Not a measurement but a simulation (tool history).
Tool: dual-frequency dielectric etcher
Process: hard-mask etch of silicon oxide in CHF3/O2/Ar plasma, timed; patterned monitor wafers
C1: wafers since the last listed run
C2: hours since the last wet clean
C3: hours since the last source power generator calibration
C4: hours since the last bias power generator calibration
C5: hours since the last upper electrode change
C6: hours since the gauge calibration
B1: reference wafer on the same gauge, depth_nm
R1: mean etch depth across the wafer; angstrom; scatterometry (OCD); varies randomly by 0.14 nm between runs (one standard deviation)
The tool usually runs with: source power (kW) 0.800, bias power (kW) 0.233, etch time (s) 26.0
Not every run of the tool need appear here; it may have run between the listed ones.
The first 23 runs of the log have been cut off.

Run 24, day 46.962: usual settings but etch time (s) 33.0; C1 731; C2 295.3; C3 926.9; C4 230.4; C5 117.0; C6 766.5; B1 58.7. Result: R1 708 angstrom.
Run 25, day 49.800: usual settings but source power (kW) 0.940, bias power (kW) 0.269, etch time (s) 29.0; C1 1247; C2 363.4; C3 995.0; C4 298.5; C5 185.1; C6 834.6; B1 58.7. Result: R1 715 angstrom.
Run 26, day 50.888: usual settings but source power (kW) 0.730, bias power (kW) 0.289, etch time (s) 31.5; C1 478; C2 389.5; C3 1021.1; C4 324.6; C5 211.2; C6 860.7; B1 58.7. Result: R1 720 angstrom.
At day 53.292: wet clean of the chamber.
Run 27, day 53.312: usual settings; C1 626; C2 0.5; C3 1079.3; C4 382.8; C5 269.4; C6 918.9; B1 58.7. Result: R1 562 angstrom.
Run 28, day 54.029: usual settings but source power (kW) 0.970, bias power (kW) 0.212; C1 315; C2 17.7; C3 1096.5; C4 400.0; C5 286.6; C6 936.1; B1 58.7. Result: R1 582 angstrom.
Run 29, day 56.138: usual settings but source power (kW) 0.880, etch time (s) 30.5; C1 927; C2 68.3; C3 1147.1; C4 450.6; C5 337.2; C6 986.7; B1 58.7. Result: R1 684 angstrom.
Run 30, day 57.671: usual settings but source power (kW) 0.950; C1 674; C2 105.1; C3 1183.9; C4 487.4; C5 374.0; C6 1023.5; B1 58.7. Result: R1 604 angstrom.
At day 58.800: gauge calibrated.
Run 31, day 60.433: usual settings; C1 1214; C2 171.4; C3 1250.2; C4 553.7; C5 440.3; C6 39.2; B1 58.7. Result: R1 563 angstrom.

Alternative continuations, all from the tool just after run 31; predict every row:
Run A, day 60.450: usual settings; C1 7; C2 171.8; C3 1250.6; C4 554.1; C5 440.7; C6 39.6; B1 ?. Result: R1 ?.
Run B, day 60.450: usual settings but source power (kW) 0.630, bias power (kW) 0.189, etch time (s) 28.0; C1 7; C2 171.8; C3 1250.6; C4 554.1; C5 440.7; C6 39.6; B1 ?. Result: R1 ?.
Run C, day 60.450: usual settings but bias power (kW) 0.264, etch time (s) 18.5; C1 7; C2 171.8; C3 1250.6; C4 554.1; C5 440.7; C6 39.6; B1 ?. Result: R1 ?.

run    B1   R1
  A  58.7  558
  B  58.7  489
  C  58.7  420
Without the tool's unlogged condition, the same runs would have read:
run   R1
  A  558
  B  489
  C  420

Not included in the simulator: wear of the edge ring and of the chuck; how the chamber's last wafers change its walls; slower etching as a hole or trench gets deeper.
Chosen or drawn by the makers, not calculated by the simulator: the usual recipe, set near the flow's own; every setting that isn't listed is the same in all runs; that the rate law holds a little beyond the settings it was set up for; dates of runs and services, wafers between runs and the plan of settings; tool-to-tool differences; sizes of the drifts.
